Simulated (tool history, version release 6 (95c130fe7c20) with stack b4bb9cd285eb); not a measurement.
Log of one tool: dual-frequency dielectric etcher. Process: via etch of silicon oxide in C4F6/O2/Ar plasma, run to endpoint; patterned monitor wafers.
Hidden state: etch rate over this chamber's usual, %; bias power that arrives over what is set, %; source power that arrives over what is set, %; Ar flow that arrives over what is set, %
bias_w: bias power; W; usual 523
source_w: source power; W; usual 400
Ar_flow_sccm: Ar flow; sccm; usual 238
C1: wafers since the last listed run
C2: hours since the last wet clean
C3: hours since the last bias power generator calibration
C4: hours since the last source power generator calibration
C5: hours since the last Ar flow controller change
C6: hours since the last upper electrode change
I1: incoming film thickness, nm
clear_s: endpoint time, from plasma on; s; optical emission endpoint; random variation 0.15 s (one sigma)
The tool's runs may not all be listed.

Run 1, hour 0.0: usual settings; C1 0; C2 398.0; C3 3743.0; C4 3064.0; C5 2780.2; C6 5842.0; I1 149.6. Result: clear_s 30.3 s.
Run 2, hour 7.0: usual settings but source_w 340 W; C1 67; C2 405.0; C3 3750.0; C4 3071.0; C5 2787.2; C6 5849.0; I1 148.8. Result: clear_s 33.5 s.
Run 3, hour 13.8: usual settings but source_w 340 W; C1 65; C2 411.8; C3 3756.8; C4 3077.8; C5 2794.0; C6 5855.8; I1 149.2. Result: clear_s 33.6 s.
Run 4, hour 24.6: usual settings; C1 103; C2 422.6; C3 3767.6; C4 3088.6; C5 2804.8; C6 5866.6; I1 147.5. Result: clear_s 30.0 s.
Run 5, hour 41.8: usual settings; C1 165; C2 439.8; C3 3784.8; C4 3105.8; C5 2822.0; C6 5883.8; I1 149.7. Result: clear_s 30.0 s.
At hour 73.0: wet clean of the chamber.
At hour 84.9: upper electrode replaced.
At hour 101.8: Ar flow controller replaced.
At hour 105.6: wet clean of the chamber, repeated, since the last time left the tool worse.
Run 6, hour 106.1: usual settings but bias_w 467 W; C1 178; C2 0.5; C3 3849.1; C4 3170.1; C5 4.3; C6 21.2; I1 148.5. Result: clear_s 32.3 s.
Run 7, hour 106.4: usual settings but source_w 360 W; C1 2; C2 0.8; C3 3849.4; C4 3170.4; C5 4.6; C6 21.5; I1 147.6. Result: clear_s 32.9 s.
Run 8, hour 106.7: usual settings but source_w 360 W; C1 2; C2 1.1; C3 3849.7; C4 3170.7; C5 4.9; C6 21.8; I1 147.3. Result: clear_s 32.9 s.
Run 9, hour 107.0: usual settings but source_w 360 W; C1 2; C2 1.4; C3 3850.0; C4 3171.0; C5 5.2; C6 22.1; I1 148.5. Result: clear_s 32.9 s.
Run 10, hour 107.4: usual settings but source_w 500 W, Ar_flow_sccm 280 sccm; C1 3; C2 1.8; C3 3850.4; C4 3171.4; C5 5.6; C6 22.5; I1 147.8. Result: clear_s 27.7 s.
Run 11, hour 108.7: usual settings but bias_w 590 W, Ar_flow_sccm 195 sccm; C1 12; C2 3.1; C3 3851.7; C4 3172.7; C5 6.9; C6 23.8; I1 147.0. Result: clear_s 29.1 s.
Run 12, hour 118.8: usual settings but bias_w 585 W, Ar_flow_sccm 222 sccm; C1 96; C2 13.2; C3 3861.8; C4 3182.8; C5 17.0; C6 33.9; I1 148.0. Result: clear_s 29.7 s.
Run 13, hour 131.2: usual settings but source_w 480 W, Ar_flow_sccm 192 sccm; C1 119; C2 25.6; C3 3874.2; C4 3195.2; C5 29.4; C6 46.3; I1 149.0. Result: clear_s 27.3 s.
At hour 148.1: source power generator calibrated.
Run 14, hour 148.6: usual settings but source_w 460 W; C1 128; C2 43.0; C3 3891.6; C4 0.5; C5 46.8; C6 63.7; I1 148.0. Result: clear_s 28.5 s.
At hour 154.0: bias power generator calibrated.
Run 15, hour 157.1: usual settings but Ar_flow_sccm 192 sccm; C1 43; C2 51.5; C3 3.1; C4 9.0; C5 55.3; C6 72.2; I1 147.5. Result: clear_s 30.0 s.
Run 16, hour 165.0: usual settings; C1 75; C2 59.4; C3 11.0; C4 16.9; C5 63.2; C6 80.1; I1 147.6. Result: clear_s 30.8 s.
Run 17, hour 178.9: usual settings but bias_w 459 W, Ar_flow_sccm 184 sccm; C1 133; C2 73.3; C3 24.9; C4 30.8; C5 77.1; C6 94.0; I1 149.6. Result: clear_s 31.9 s.
Run 18, hour 194.6: usual settings; C1 150; C2 89.0; C3 40.6; C4 46.5; C5 92.8; C6 109.7; I1 147.3. Result: clear_s 30.7 s.
Run 19, hour 211.6: usual settings; C1 163; C2 106.0; C3 57.6; C4 63.5; C5 109.8; C6 126.7; I1 147.7. Result: clear_s 30.5 s.

5 ways to go on from here, each from the tool as it stands after run 19. What would each give?
Run A, hour 212.0: usual settings but source_w 430 W; C1 3; C2 106.4; C3 58.0; C4 63.9; C5 110.2; C6 127.1; I1 147.9. Result: clear_s ?.
Run B, hour 212.0: usual settings but source_w 440 W, Ar_flow_sccm 205 sccm; C1 3; C2 106.4; C3 58.0; C4 63.9; C5 110.2; C6 127.1; I1 147.9. Result: clear_s ?.
Run C, hour 212.0: usual settings but source_w 450 W, Ar_flow_sccm 181 sccm; C1 3; C2 106.4; C3 58.0; C4 63.9; C5 110.2; C6 127.1; I1 147.9. Result: clear_s ?.
Run D, hour 212.0: usual settings but Ar_flow_sccm 274 sccm; C1 3; C2 106.4; C3 58.0; C4 63.9; C5 110.2; C6 127.1; I1 147.9. Result: clear_s ?.
Run E, hour 212.0: usual settings but source_w 490 W; C1 3; C2 106.4; C3 58.0; C4 63.9; C5 110.2; C6 127.1; I1 147.9. Result: clear_s ?.

run  clear_s
  A     29.2
  B     28.4
  C     27.7
  D     30.9
  E     27.2
Without the tool's hidden state the same runs would have given:
run  clear_s
  A     29.5
  B     28.6
  C     27.9
  D     31.2
  E     27.4
